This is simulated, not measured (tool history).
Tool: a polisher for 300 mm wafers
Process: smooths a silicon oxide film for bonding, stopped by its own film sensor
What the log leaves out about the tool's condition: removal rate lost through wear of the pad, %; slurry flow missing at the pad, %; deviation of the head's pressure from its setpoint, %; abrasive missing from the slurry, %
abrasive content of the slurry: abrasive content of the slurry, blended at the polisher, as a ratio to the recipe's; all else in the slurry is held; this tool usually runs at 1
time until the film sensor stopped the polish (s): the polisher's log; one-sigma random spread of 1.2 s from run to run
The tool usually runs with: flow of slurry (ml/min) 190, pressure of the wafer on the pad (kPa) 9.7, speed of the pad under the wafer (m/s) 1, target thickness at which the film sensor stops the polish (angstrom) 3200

run,hour,flow of slurry (ml/min),pressure of the wafer on the pad (kPa),speed of the pad under the wafer (m/s),abrasive content of the slurry,target thickness at which the film sensor stops the polish (angstrom),wafers since the last listed run,wafers polished on this pad,hours since the slurry nozzle was cleaned,hours since the head pressure was calibrated,hours since the slurry blender was calibrated,"incoming thickness of the incoming film, nm",time until the film sensor stopped the polish (s)
1,0,190,9.7,1,1,3200,0,729,14,864.8,58.2,397.1,145.7
2,26,190,9.7,1,1,3200,183,913,40,890.8,84.2,384.6,125.6
3,59.5,150,11.7,1,1,3200,236,1150,73.5,924.3,117.7,389.6,114.1
# hour 68.9: head pressure recalibrated
4,90.3,150,11.7,1,1,3200,203,1353,104.3,21.4,148.5,388.6,113.3
5,107.9,150,11.7,1,1,3200,124,1477,121.9,39,166.1,388.5,115.3
# hour 116.2: worn pad replaced by a new one
6,127.1,190,12.4,1,1,3200,107,76,141.1,58.2,185.3,393.8,98.4
7,153.6,190,9.7,1,1,3320,187,263,167.6,84.7,211.8,386.1,99.6
8,171.3,190,9.7,1,1,3350,124,388,185.3,102.4,229.5,383.4,89.3
9,187.8,190,9.7,1,1,3200,116,505,201.8,118.9,246,384.7,119.8
10,215.2,190,9.7,1,1,3200,193,698,229.2,146.3,273.4,387.6,128.4
11,242.1,225,11,1,1,3040,189,888,256.1,173.2,300.3,384.2,131.5
12,272,190,7.6,1,1.25,3300,211,1099,286,203.1,330.2,392.8,135.8
13,287.1,190,9.7,1.32,1.2,3340,106,1206,301.1,218.2,345.3,393.5,84.1
# hour 309.8: slurry nozzle cleaned
# hour 314: slurry blender recalibrated
14,314.5,190,10.3,1.22,1,3200,172,1378,4.7,245.6,0.5,393.9,112.3

Run 15 is up next; what results do you expect?
15,331.1,215,7.6,1,0.9,3200,117,1495,21.3,262.2,17.1,384.6,?

Run 15 yielded time until the film sensor stopped the polish (s) 169.7.
Without the tool's hidden state the same run would have given time until the film sensor stopped the polish (s) 150.
